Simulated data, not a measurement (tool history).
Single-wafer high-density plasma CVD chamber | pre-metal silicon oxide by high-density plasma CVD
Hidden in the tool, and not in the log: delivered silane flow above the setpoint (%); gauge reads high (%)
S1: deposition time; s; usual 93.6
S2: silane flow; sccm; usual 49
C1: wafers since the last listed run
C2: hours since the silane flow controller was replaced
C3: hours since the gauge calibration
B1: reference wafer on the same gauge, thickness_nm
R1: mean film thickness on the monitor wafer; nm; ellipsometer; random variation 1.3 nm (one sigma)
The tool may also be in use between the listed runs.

run,hour,S1,S2,C1,C2,C3,B1,R1
1,0,93.6,49,0,1337.5,477.1,486.464,457.439
2,49.8,93.6,49,936,1387.3,526.9,487.538,461.503
3,143.2,93.6,49,1756,1480.7,620.3,487.079,459.427
4,247.2,93.6,49,1956,1584.7,724.3,487.006,461.028
5,305,93.6,49,1087,1642.5,782.1,487.072,461.356
6,408.8,93.6,49,1952,1746.3,885.9,486.835,462.779
7,487.3,93.6,49,1476,1824.8,964.4,487.003,460.11
8,527.6,82.4,49,758,1865.1,1004.7,486.978,406.932
9,570,82.4,49,797,1907.5,1047.1,486.671,406.288
10,632.3,87.5,49,1171,1969.8,1109.4,486.609,432.723
11,704.7,87.5,49,1361,2042.2,1181.8,486.837,433.292
12,770.1,87.5,49,1230,2107.6,1247.2,487.062,430.721
# hour 849.5: gauge calibrated
13,873.1,93.6,49,1937,2210.6,23.6,487.245,462.985
14,951.9,93.6,49,1482,2289.4,102.4,486.945,464.175
15,1050.9,93.6,49,1862,2388.4,201.4,487.126,465.936
# hour 1108.2: silane flow controller replaced
16,1111.5,93.6,49,989,3.3,262,486.991,451.844
17,1199.6,93.6,56,1657,91.4,350.1,486.543,517.833
18,1293.6,101,49,1768,185.4,444.1,487.016,489.786
19,1346,93.6,41,985,237.8,496.5,486.573,380.733
20,1385,106.2,49,733,276.8,535.5,487.343,517.866
21,1486.9,85.5,52,1916,378.7,637.4,487.724,444.271
22,1621.8,88.8,54,2537,513.6,772.3,486.608,479.007
23,1702.5,87.6,54,1518,594.3,853,487.282,469.843
24,1987.5,110.7,46,5361,879.3,1138,487.067,506.832
25,2079.5,105.2,45,1730,971.3,1230,487.059,472.483
26,2134.4,88.8,54,1032,1026.2,1284.9,487.164,480.119
27,2217.7,76.6,44,1566,1109.5,1368.2,487.213,337.295
28,2302.6,78.1,49,1597,1194.4,1453.1,487.001,383.152
# hour 2317.8: gauge calibrated
29,2365.6,85.3,56,1185,1257.4,47.8,486.68,481.184
30,2465.6,101.7,49,1881,1357.4,147.8,486.675,499.258
31,2548.3,93.6,49,1555,1440.1,230.5,486.815,458.8
32,2609.6,93.6,49,1153,1501.4,291.8,486.728,464.035
33,2655.2,110.2,58,857,1547,337.4,487.051,641.778

Forecast each of these 4 alternatives for the next run:
A,2655.6,93.6,49,7,1547.4,337.8,?,?
B,2655.6,77.3,56,7,1547.4,337.8,?,?
C,2655.6,112.1,49,7,1547.4,337.8,?,?
D,2655.6,84,49,7,1547.4,337.8,?,?

run,B1,R1
A,486.776,461.6
B,486.776,435.674
C,486.776,552.835
D,486.776,414.256
Without the tool's hidden state the same runs would have given:
run,R1
A,452.12
B,426.726
C,541.481
D,405.749
